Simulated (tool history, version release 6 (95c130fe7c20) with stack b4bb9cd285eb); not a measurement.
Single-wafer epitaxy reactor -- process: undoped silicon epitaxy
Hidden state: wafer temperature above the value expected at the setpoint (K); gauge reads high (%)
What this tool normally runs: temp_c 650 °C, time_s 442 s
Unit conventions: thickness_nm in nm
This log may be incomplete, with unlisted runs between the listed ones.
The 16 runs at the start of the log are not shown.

run	hour	temp_c	time_s	wafers since the last listed run	hours since the last pyrometer calibration	hours since the gauge calibration	read-back reference wafer on the same gauge, thickness_nm	thickness_nm
17	369.5	650	384	89	2080.3	298.6	93.952	71.265
18	388.0	656	442	107	2098.8	317.1	93.876	92.494
19	421.6	656	442	194	2132.4	350.7	93.895	92.265
20	437.3	650	442	90	2148.1	366.4	93.848	81.683
21	456.1	650	509	108	2166.9	385.2	93.946	94.544
22	482.6	650	442	153	2193.4	411.7	93.875	82.228
# hour 490.7: pyrometer calibrated
23	500.4	659	442	56	9.7	429.5	93.876	94.334
24	532.9	644	377	188	42.2	462.0	93.906	60.009
# hour 534.0: gauge calibrated
25	555.8	658	498	132	65.1	21.8	93.965	105.087
26	591.7	650	469	207	101.0	57.7	93.867	84.264
27	627.5	650	442	207	136.8	93.5	93.855	79.630
28	662.5	658	501	202	171.8	128.5	93.890	105.470
29	695.1	650	494	188	204.4	161.1	93.944	88.867
30	718.9	660	442	137	228.2	184.9	93.834	96.914
31	734.4	637	413	89	243.7	200.4	93.881	57.371
32	753.9	650	415	112	263.2	219.9	93.822	74.893
33	777.9	650	482	139	287.2	243.9	93.872	87.048
34	810.1	650	442	186	319.4	276.1	93.913	79.833
35	845.3	650	442	203	354.6	311.3	93.853	79.959
36	862.8	650	442	101	372.1	328.8	93.932	79.562
37	897.2	650	442	199	406.5	363.2	93.828	80.009
38	999.1	663	364	590	508.4	465.1	93.869	85.004

3 options for the next run, each taken on its own from the tool as it stands now. Forecast them:
A	999.6	641	442	2	508.9	465.6	?	?
B	999.6	661	442	2	508.9	465.6	?	?
C	999.6	658	509	2	508.9	465.6	?	?

run	read-back reference wafer on the same gauge, thickness_nm	thickness_nm
A	93.922	66.802
B	93.922	99.163
C	93.922	107.730
The same runs, with their run-to-run variation unchanged, on a tool lacking any hidden condition would have given:
run	thickness_nm
A	66.474
B	98.694
C	107.218
